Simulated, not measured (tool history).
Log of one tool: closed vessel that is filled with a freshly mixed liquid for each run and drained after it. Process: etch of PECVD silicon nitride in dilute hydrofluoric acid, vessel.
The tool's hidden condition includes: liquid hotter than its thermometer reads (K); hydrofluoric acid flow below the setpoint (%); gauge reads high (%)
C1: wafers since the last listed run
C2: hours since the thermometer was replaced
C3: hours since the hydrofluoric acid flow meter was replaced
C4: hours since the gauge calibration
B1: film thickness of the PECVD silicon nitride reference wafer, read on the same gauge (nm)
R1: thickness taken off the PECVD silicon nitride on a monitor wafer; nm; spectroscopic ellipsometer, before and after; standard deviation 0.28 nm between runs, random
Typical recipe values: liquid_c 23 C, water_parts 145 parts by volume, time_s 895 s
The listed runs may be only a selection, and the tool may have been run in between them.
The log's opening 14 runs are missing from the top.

run 15 day=8.492 | liquid_c=19.5 water_parts=210 time_s=685 | C1=373 C2=2028.3 C3=92.8 C4=580.3 | B1=40 | R1=14.29
run 16 day=9.038 | liquid_c=24.5 water_parts=145 time_s=895 | C1=644 C2=2041.4 C3=105.9 C4=593.4 | B1=40 | R1=37.77
run 17 day=9.746 | liquid_c=21 water_parts=125 time_s=730 | C1=836 C2=2058.4 C3=122.9 C4=610.4 | B1=40.01 | R1=28.11
run 18 day=10.129 | liquid_c=19.5 water_parts=145 time_s=895 | C1=452 C2=2067.6 C3=132.1 C4=619.6 | B1=39.98 | R1=27.03
run 19 day=10.717 | liquid_c=23 water_parts=145 time_s=895 | C1=693 C2=2081.7 C3=146.2 C4=633.7 | B1=40.01 | R1=33.82
-- day=11.583 thermometer replaced
-- day=12.692 gauge calibrated
run 20 day=12.771 | liquid_c=27.5 water_parts=145 time_s=895 | C1=2375 C2=28.5 C3=195.5 C4=1.9 | B1=40.01 | R1=38.58
run 21 day=13.358 | liquid_c=27.5 water_parts=175 time_s=1105 | C1=693 C2=42.6 C3=209.6 C4=16 | B1=39.98 | R1=38.71
run 22 day=13.908 | liquid_c=27 water_parts=165 time_s=895 | C1=649 C2=55.8 C3=222.8 C4=29.2 | B1=39.98 | R1=33.06
run 23 day=14.483 | liquid_c=25.5 water_parts=175 time_s=1205 | C1=678 C2=69.6 C3=236.6 C4=43 | B1=40.02 | R1=38.03
run 24 day=14.896 | liquid_c=24.5 water_parts=105 time_s=360 | C1=486 C2=79.5 C3=246.5 C4=52.9 | B1=40.01 | R1=17.44
run 25 day=15.325 | liquid_c=23 water_parts=190 time_s=385 | C1=506 C2=89.8 C3=256.8 C4=63.2 | B1=40.02 | R1=9.52
run 26 day=16.062 | liquid_c=23 water_parts=125 time_s=895 | C1=870 C2=107.5 C3=274.5 C4=80.9 | B1=40.01 | R1=33.23
run 27 day=16.683 | liquid_c=26.5 water_parts=145 time_s=540 | C1=732 C2=122.4 C3=289.4 C4=95.8 | B1=39.98 | R1=22.15
run 28 day=16.975 | liquid_c=23 water_parts=145 time_s=1085 | C1=344 C2=129.4 C3=296.4 C4=102.8 | B1=40 | R1=34.88
run 29 day=17.467 | liquid_c=19 water_parts=200 time_s=895 | C1=580 C2=141.2 C3=308.2 C4=114.6 | B1=40 | R1=16.35
run 30 day=18.088 | liquid_c=18 water_parts=145 time_s=675 | C1=732 C2=156.1 C3=323.1 C4=129.5 | B1=40.01 | R1=16.03
run 31 day=18.712 | liquid_c=23 water_parts=145 time_s=895 | C1=737 C2=171.1 C3=338.1 C4=144.5 | B1=40.02 | R1=29.22
run 32 day=18.992 | liquid_c=23 water_parts=145 time_s=895 | C1=329 C2=177.8 C3=344.8 C4=151.2 | B1=40.02 | R1=28.89

Predict each of these 4 candidate next runs independently; none follows another, all start after run 32:
run A day=19.029 | liquid_c=23 water_parts=145 time_s=895 | C1=44 C2=178.7 C3=345.7 C4=152.1 | B1=? | R1=?
run B day=19.029 | liquid_c=26.5 water_parts=110 time_s=455 | C1=44 C2=178.7 C3=345.7 C4=152.1 | B1=? | R1=?
run C day=19.029 | liquid_c=26.5 water_parts=190 time_s=370 | C1=44 C2=178.7 C3=345.7 C4=152.1 | B1=? | R1=?
run D day=19.029 | liquid_c=23 water_parts=145 time_s=375 | C1=44 C2=178.7 C3=345.7 C4=152.1 | B1=? | R1=?

run=A B1=39.98 R1=29.11
run=B B1=39.98 R1=24.4
run=C B1=39.98 R1=11.48
run=D B1=39.98 R1=12.2
Take away the tool's hidden state, keep each run's random variation, and the runs would have read:
run=A R1=28.16
run=B R1=23.61
run=C R1=11.12
run=D R1=11.8

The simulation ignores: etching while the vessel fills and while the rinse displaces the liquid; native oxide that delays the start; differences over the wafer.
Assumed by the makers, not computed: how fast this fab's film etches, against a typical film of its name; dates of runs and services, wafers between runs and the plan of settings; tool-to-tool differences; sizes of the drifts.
